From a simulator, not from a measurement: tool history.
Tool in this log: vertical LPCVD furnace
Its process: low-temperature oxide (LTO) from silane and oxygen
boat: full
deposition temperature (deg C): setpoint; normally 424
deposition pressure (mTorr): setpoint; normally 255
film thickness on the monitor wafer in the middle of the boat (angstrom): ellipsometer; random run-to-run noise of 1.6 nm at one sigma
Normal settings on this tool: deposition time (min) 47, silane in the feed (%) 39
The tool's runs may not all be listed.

run	hour	deposition temperature (deg C)	deposition pressure (mTorr)	deposition time (min)	silane in the feed (%)	wafers since the last listed run	hours since the last temperature calibration	hours since the pressure gauge was zeroed	hours since the silane flow controller was replaced	hours since the gauge calibration	read-back reference wafer on the same gauge, thickness	film thickness on the monitor wafer in the middle of the boat (angstrom)
1	0	424	255	47	39	0	3037.5	1546.2	5257.5	339.3	793.48	7216.2
2	16.9	424	255	47	39	297	3054.4	1563.1	5274.4	356.2	793.59	7223.4
3	32.7	424	255	60.5	39	277	3070.2	1578.9	5290.2	372	793.93	9292
4	62.2	424	255	47	39	518	3099.7	1608.4	5319.7	401.5	794.82	7224.1
5	87.2	424	255	47	39	439	3124.7	1633.4	5344.7	426.5	794.36	7227.1
6	102.1	424	255	47	39	261	3139.6	1648.3	5359.6	441.4	793.85	7247
7	135.5	424	255	47	39	587	3173	1681.7	5393	474.8	795.26	7247.2
# hour 184.5: silane flow controller replaced
8	185	424	255	47	39	448	3222.5	1731.2	0.5	524.3	795.12	7249.7
9	195.1	424	255	47	39	177	3232.6	1741.3	10.6	534.4	794.91	7261.9
10	210.8	424	255	47	39	276	3248.3	1757	26.3	550.1	795.39	7248.8
# hour 225.8: gauge calibrated
11	227.4	424	255	47	39	291	3264.9	1773.6	42.9	1.6	780.43	7084
12	252.5	414	295	60	44	441	3290	1798.7	68	26.7	782.02	10826.9
13	287.8	424	255	53	33	620	3325.3	1834	103.3	62	784.11	6551.3
# hour 316.1: pressure gauge zeroed
# hour 334.4: thermocouples replaced and temperature profile calibrated
14	370.1	424	255	47	39	702	35.7	54	185.6	144.3	788.82	7187.1
15	382.4	414	200	53.5	34	216	48	66.3	197.9	156.6	789.2	4878.4
16	404.7	420	220	57	36	392	70.3	88.6	220.2	178.9	790.33	6598.9
17	429.3	414	275	59	46	432	94.9	113.2	244.8	203.5	790.45	10446.1
18	448.6	424	255	47	39	339	114.2	132.5	264.1	222.8	791.81	7222.5
19	468	432	280	41.5	35	341	133.6	151.9	283.5	242.2	791.72	6677.9
20	487.4	412	255	52.5	39	341	153	171.3	302.9	261.6	793.65	7138.7
21	512.4	424	255	47	39	439	178	196.3	327.9	286.6	793.84	7222.7
22	541.9	417	255	47	32	518	207.5	225.8	357.4	316.1	793.46	5232
23	555.4	429	255	47	39	237	221	239.3	370.9	329.6	793.98	7593.7

Here are 3 independent what-if runs from the current tool condition. What would each one return?
A	560.4	424	275	47	39	87	226	244.3	375.9	334.6	?	?
B	560.4	419	255	56.5	39	87	226	244.3	375.9	334.6	?	?
C	560.4	436	255	47	39	87	226	244.3	375.9	334.6	?	?

run	read-back reference wafer on the same gauge, thickness	film thickness on the monitor wafer in the middle of the boat (angstrom)
A	794.99	7789.6
B	794.99	8250.3
C	794.99	8134.2
With the hidden condition removed and each run's random variation left untouched, the same runs would have given:
run	film thickness on the monitor wafer in the middle of the boat (angstrom)
A	7631.2
B	8082.6
C	7968.9
